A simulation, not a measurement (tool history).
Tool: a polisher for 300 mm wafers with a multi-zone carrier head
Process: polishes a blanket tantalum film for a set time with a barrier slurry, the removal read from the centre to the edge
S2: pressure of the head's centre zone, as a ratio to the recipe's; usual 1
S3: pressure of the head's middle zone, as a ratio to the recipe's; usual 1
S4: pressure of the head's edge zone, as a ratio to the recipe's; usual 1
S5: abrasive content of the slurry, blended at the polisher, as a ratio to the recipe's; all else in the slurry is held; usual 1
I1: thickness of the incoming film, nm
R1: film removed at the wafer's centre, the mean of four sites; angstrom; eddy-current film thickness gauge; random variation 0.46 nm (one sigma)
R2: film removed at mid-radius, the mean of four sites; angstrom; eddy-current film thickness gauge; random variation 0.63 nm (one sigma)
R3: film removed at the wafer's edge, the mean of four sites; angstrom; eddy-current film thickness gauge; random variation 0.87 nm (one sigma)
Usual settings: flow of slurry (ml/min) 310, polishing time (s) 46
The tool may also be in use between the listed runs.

Run 1, day 0: usual settings but flow of slurry (ml/min) 390, S3 1.08; I1 281. Result: R1 704 angstrom, R2 711 angstrom, R3 654 angstrom.
Run 2, day 0.538: usual settings but S2 0.92, S3 1.04, polishing time (s) 56; I1 281.2. Result: R1 789 angstrom, R2 840 angstrom, R3 791 angstrom.
Run 3, day 1.604: usual settings but S2 1.06, S3 0.91; I1 278.1. Result: R1 710 angstrom, R2 617 angstrom, R3 653 angstrom.
Run 4, day 2.262: usual settings but S2 1.03, polishing time (s) 54; I1 277. Result: R1 822 angstrom, R2 776 angstrom, R3 772 angstrom.
Run 5, day 2.804: usual settings; I1 280.4. Result: R1 689 angstrom, R2 666 angstrom, R3 661 angstrom.
Run 6, day 3.329: usual settings but S5 0.9, polishing time (s) 40; I1 279.2. Result: R1 570 angstrom, R2 566 angstrom, R3 540 angstrom.
Run 7, day 4.217: usual settings but S4 1.12; I1 283.5. Result: R1 690 angstrom, R2 660 angstrom, R3 688 angstrom.
At day 4.454: worn pad replaced by a new one.
Run 8, day 5.329: usual settings but flow of slurry (ml/min) 375, S2 0.93, S3 0.93; I1 284.8. Result: R1 658 angstrom, R2 632 angstrom, R3 659 angstrom.
Run 9, day 6.371: usual settings; I1 280. Result: R1 683 angstrom, R2 667 angstrom, R3 656 angstrom.
Run 10, day 7.188: usual settings but S3 1.1, S5 0.8, polishing time (s) 34; I1 281.7. Result: R1 459 angstrom, R2 481 angstrom, R3 447 angstrom.
Run 11, day 7.942: usual settings but S2 0.93, S3 1.1, S4 1.09; I1 277.3. Result: R1 651 angstrom, R2 704 angstrom, R3 689 angstrom.
Run 12, day 8.558: usual settings but S2 0.94; I1 277.7. Result: R1 649 angstrom, R2 677 angstrom, R3 654 angstrom.
Run 13, day 9.7: usual settings but S4 0.96, S5 0.8; I1 280. Result: R1 623 angstrom, R2 608 angstrom, R3 588 angstrom.
At day 10.604: slurry nozzle cleaned.
Run 14, day 10.625: usual settings but flow of slurry (ml/min) 275, S3 0.96, S4 1.08, polishing time (s) 55; I1 284.7. Result: R1 812 angstrom, R2 769 angstrom, R3 808 angstrom.
At day 11.092: centre zone pressure recalibrated.
Run 15, day 11.579: usual settings; I1 278.3. Result: R1 658 angstrom, R2 662 angstrom, R3 651 angstrom.
Run 16, day 13.012: usual settings; I1 276.9. Result: R1 646 angstrom, R2 653 angstrom, R3 661 angstrom.
At day 16.042: worn pad replaced by a new one.
Run 17, day 16.233: usual settings but flow of slurry (ml/min) 220; I1 281. Result: R1 629 angstrom, R2 642 angstrom, R3 631 angstrom.
Run 18, day 17.504: usual settings but S2 1.12; I1 279.6. Result: R1 722 angstrom, R2 670 angstrom, R3 652 angstrom.
Run 19, day 18.254: usual settings but flow of slurry (ml/min) 240, S2 0.95, S5 1.2; I1 278.9. Result: R1 651 angstrom, R2 687 angstrom, R3 666 angstrom.
At day 18.804: edge zone pressure recalibrated.
Run 20, day 19.7: usual settings; I1 282.4. Result: R1 669 angstrom, R2 662 angstrom, R3 648 angstrom.
Run 21, day 20.546: usual settings but S2 1.12; I1 281.9. Result: R1 730 angstrom, R2 665 angstrom, R3 647 angstrom.
Run 22, day 21.408: usual settings; I1 280.7. Result: R1 660 angstrom, R2 659 angstrom, R3 644 angstrom.

Forecast each of these 4 alternatives for the next run:
Run A, day 21.425: usual settings but S2 1.06; I1 282.9. Result: R1 ?, R2 ?, R3 ?.
Run B, day 21.425: usual settings but S2 0.96, S3 0.95, S5 1.25, polishing time (s) 61; I1 282.9. Result: R1 ?, R2 ?, R3 ?.
Run C, day 21.425: usual settings but S3 0.9, S5 0.85, polishing time (s) 32; I1 282.9. Result: R1 ?, R2 ?, R3 ?.
Run D, day 21.425: usual settings but S2 1.04, S4 1.08; I1 282.9. Result: R1 ?, R2 ?, R3 ?.

run   R1   R2   R3
  A  702  669  650
  B  927  917  923
  C  440  407  426
  D  692  669  675
Without the tool's hidden state the same runs would have given:
run   R1   R2   R3
  A  688  669  650
  B  908  917  923
  C  431  407  426
  D  678  669  675
